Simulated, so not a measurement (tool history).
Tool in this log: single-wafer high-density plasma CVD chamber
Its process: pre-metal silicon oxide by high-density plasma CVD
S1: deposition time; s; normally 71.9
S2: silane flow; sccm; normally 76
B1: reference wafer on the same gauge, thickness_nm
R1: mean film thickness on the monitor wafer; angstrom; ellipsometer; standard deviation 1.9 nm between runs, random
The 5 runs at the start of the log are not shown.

| run | hour | S1 | S2 | B1 | R1 |
|---|---|---|---|---|---|
| 6 | 245.3 | 71.9 | 76 | 549.689 | 5815.07 |
| 7 | 313.4 | 71.9 | 76 | 550.029 | 5829.33 |
|  | 339.9 | gauge calibrated |
| 8 | 345.9 | 71.9 | 76 | 550.534 | 5813.56 |
| 9 | 373.3 | 67 | 76 | 550.238 | 5383.98 |
| 10 | 437.1 | 67 | 76 | 550.124 | 5422.01 |
| 11 | 506.6 | 67 | 76 | 550.151 | 5400.2 |
| 12 | 538.5 | 71.9 | 76 | 550.206 | 5808.96 |
| 13 | 582.9 | 71.9 | 76 | 549.674 | 5752.73 |
| 14 | 649.3 | 71.9 | 76 | 550.016 | 5772.27 |
| 15 | 674.9 | 76.1 | 64 | 549.924 | 5165.74 |
| 16 | 707.5 | 80.2 | 83 | 550.282 | 7060.68 |
| 17 | 745.4 | 78.5 | 84 | 550.335 | 6991.7 |
| 18 | 808.2 | 71.9 | 76 | 550.715 | 5796.14 |
| 19 | 837.3 | 71.9 | 76 | 550.806 | 5773.5 |
| 20 | 875.7 | 71.9 | 76 | 550.51 | 5828.88 |
| 21 | 911.8 | 59.1 | 89 | 550.255 | 5585.78 |
| 22 | 962.1 | 77.6 | 72 | 550.008 | 5918.14 |
|  | 1027.4 | gauge calibrated |
| 23 | 1029.4 | 71.9 | 76 | 549.879 | 5769.62 |
|  | 1082.3 | silane flow controller replaced |
| 24 | 1082.8 | 60.4 | 69 | 549.617 | 4691.03 |
| 25 | 1135.8 | 84 | 76 | 549.859 | 7100.48 |
| 26 | 1181.6 | 85.3 | 76 | 550.328 | 7221.64 |
| 27 | 1219.4 | 66 | 83 | 550.106 | 6089.99 |
| 28 | 1285.9 | 78.3 | 88 | 549.996 | 7638.93 |
| 29 | 1331.2 | 71.9 | 76 | 549.993 | 6040.07 |
| 30 | 1358 | 58 | 90 | 549.135 | 5760.88 |

3 ways to go on from here, each from the tool as it stands after run 30. What would each give?
| A | 1358.4 | 71.9 | 76 | ? | ? |
| B | 1358.4 | 80.4 | 76 | ? | ? |
| C | 1358.4 | 83.3 | 68 | ? | ? |

| run | B1 | R1 |
|---|---|---|
| A | 549.892 | 6006.2 |
| B | 549.892 | 6716.26 |
| C | 549.892 | 6226.03 |
What these runs would have given with no unlogged condition in the tool:
| run | R1 |
|---|---|
| A | 6111.97 |
| B | 6834.52 |
| C | 6335.67 |
